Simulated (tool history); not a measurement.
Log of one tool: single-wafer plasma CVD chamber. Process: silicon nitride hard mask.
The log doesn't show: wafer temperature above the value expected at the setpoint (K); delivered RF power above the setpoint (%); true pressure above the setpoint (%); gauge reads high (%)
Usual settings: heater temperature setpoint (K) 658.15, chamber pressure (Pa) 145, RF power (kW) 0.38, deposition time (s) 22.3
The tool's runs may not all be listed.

run    hour  heater temperature setpoint (K)  chamber pressure (Pa)  RF power (kW)  deposition time (s)  wafers since the last listed run  hours since the last thermocouple change  hours since the last RF generator calibration  hours since the last manometer calibration  hours since the showerhead was replaced  hours since the gauge calibration  read-back reference wafer on the same gauge, thickness_nm  mean film thickness on the monitor wafer (angstrom)
  1       0                           658.15                    145           0.38                 22.3                                 0                                     795.3                                          610.4                                       372.6                                   3745.4                             1630.2                                                     21.201                                               236.57
  2   101.7                           658.15                    145           0.38                 22.3                              2797                                       897                                          712.1                                       474.3                                   3847.1                             1731.9                                                     21.194                                               236.97
  3   156.7                           658.15                    145           0.42                 22.3                              1512                                       952                                          767.1                                       529.3                                   3902.1                             1786.9                                                     21.166                                               246.12
      225.2  -- thermocouple changed; heater temperature recalibrated
  4   225.7                           658.15                    145           0.42                 22.3                              1678                                       0.5                                          836.1                                       598.3                                   3971.1                             1855.9                                                     21.208                                               244.65
  5   321.6                           650.15                    145           0.38                   24                              2638                                      96.4                                            932                                       694.2                                     4067                             1951.8                                                     21.218                                               252.57
  6   386.8                           658.15                    145           0.38                 22.3                              1793                                     161.6                                          997.2                                       759.4                                   4132.2                               2017                                                     21.239                                               233.87
  7   443.1                           658.15                    145           0.38                 22.3                              1548                                     217.9                                         1053.5                                       815.7                                   4188.5                             2073.3                                                     21.203                                                  233
  8   493.4                           658.15                    145           0.38                 22.3                              1383                                     268.2                                         1103.8                                         866                                   4238.8                             2123.6                                                     21.179                                                232.9
  9   561.9                           658.15                    145           0.38                 22.3                              1884                                     336.7                                         1172.3                                       934.5                                   4307.3                             2192.1                                                     21.248                                               233.31
 10   640.4                           658.15                    145           0.38                 22.3                              2159                                     415.2                                         1250.8                                        1013                                   4385.8                             2270.6                                                     21.206                                               232.37
 11   725.5                           658.15                    145           0.38                 22.3                              2341                                     500.3                                         1335.9                                      1098.1                                   4470.9                             2355.7                                                      21.21                                               231.36
      754.9  -- gauge calibrated
 12   824.3                           658.15                    145           0.38                 19.2                              2717                                     599.1                                         1434.7                                      1196.9                                   4569.7                               69.4                                                     21.227                                               198.57
 13   907.2                           658.15                    145           0.38                 20.9                              2280                                       682                                         1517.6                                      1279.8                                   4652.6                              152.3                                                     21.191                                               214.82
 14   982.1                           658.15                    145          0.325                 22.3                              2060                                     756.9                                         1592.5                                      1354.7                                   4727.5                              227.2                                                     21.169                                                  215
 15    1109                           658.15                    177           0.38                 26.3                              3490                                     883.8                                         1719.4                                      1481.6                                   4854.4                              354.1                                                     21.213                                               291.95
 16  1184.4                           652.15                    181           0.38                 24.2                              2074                                     959.2                                         1794.8                                        1557                                   4929.8                              429.5                                                     21.234                                               272.51
     1240.4  -- showerhead replaced
     1240.6  -- thermocouple changed; heater temperature recalibrated
     1242.2  -- capacitance manometer re-zeroed and calibrated
 17  1261.4                           658.15                    168           0.38                 22.3                              1848                                      20.8                                         1871.8                                        19.2                                       21                              506.5                                                     21.225                                               249.48
 18  1301.6                           663.15                    145           0.38                 20.3                              1105                                        61                                           1912                                        59.4                                     61.2                              546.7                                                     21.186                                               209.72
     1334.7  -- RF generator calibrated
 19    1406                           648.15                    161           0.44                 26.7                              2651                                     165.4                                           71.3                                       163.8                                    165.6                              651.1                                                       21.2                                                321.5
 20  1462.6                           658.15                    145           0.38                 22.3                              1557                                       222                                          127.9                                       220.4                                    222.2                              707.7                                                     21.185                                               239.53
 21  1561.6                           658.15                    145           0.38                 22.3                              2723                                       321                                          226.9                                       319.4                                    321.2                              806.7                                                      21.21                                               238.31
 22  1847.2                           653.15                    125          0.445                 22.3                              7856                                     606.6                                          512.5                                         605                                    606.8                             1092.3                                                     21.253                                               232.13
 23    1922                           658.15                    145           0.38                 26.3                              2057                                     681.4                                          587.3                                       679.8                                    681.6                             1167.1                                                      21.19                                               280.53
 24  2003.5                           645.15                    132           0.38                 19.7                              2241                                     762.9                                          668.8                                       761.3                                    763.1                             1248.6                                                      21.21                                               200.44
 25  2077.9                           658.15                    113           0.44                   26                              2046                                     837.3                                          743.2                                       835.7                                    837.5                               1323                                                     21.193                                               252.38
 26  2148.4                           665.15                    145           0.38                 19.7                              1939                                     907.8                                          813.7                                       906.2                                      908                             1393.5                                                     21.243                                               207.35
     2205.4  -- thermocouple changed; heater temperature recalibrated
 27  2224.8                           658.15                    145           0.38                 22.3                              1881                                      19.4                                          890.1                                       982.6                                    984.4                             1469.9                                                     21.212                                               234.88

5 ways to go on from here, each from the tool as it stands after run 27. What would each give?
  A  2225.2                           658.15                    145           0.38                 22.3                                11                                      19.8                                          890.5                                         983                                    984.8                             1470.3                                                          ?                                                    ?
  B  2225.2                           651.15                    179          0.455                 22.3                                11                                      19.8                                          890.5                                         983                                    984.8                             1470.3                                                          ?                                                    ?
  C  2225.2                           672.15                    121          0.445                 22.3                                11                                      19.8                                          890.5                                         983                                    984.8                             1470.3                                                          ?                                                    ?
  D  2225.2                           658.15                    145          0.335                 20.9                                11                                      19.8                                          890.5                                         983                                    984.8                             1470.3                                                          ?                                                    ?
  E  2225.2                           649.15                    161           0.31                 24.5                                11                                      19.8                                          890.5                                         983                                    984.8                             1470.3                                                          ?                                                    ?

run  read-back reference wafer on the same gauge, thickness_nm  mean film thickness on the monitor wafer (angstrom)
  A                                                      21.18                                               233.51
  B                                                      21.18                                               276.36
  C                                                      21.18                                               223.17
  D                                                      21.18                                               208.23
  E                                                      21.18                                               249.99
Without the tool's hidden state the same runs would have given:
run  mean film thickness on the monitor wafer (angstrom)
  A                                               240.86
  B                                               284.19
  C                                               230.55
  D                                               214.79
  E                                               257.53
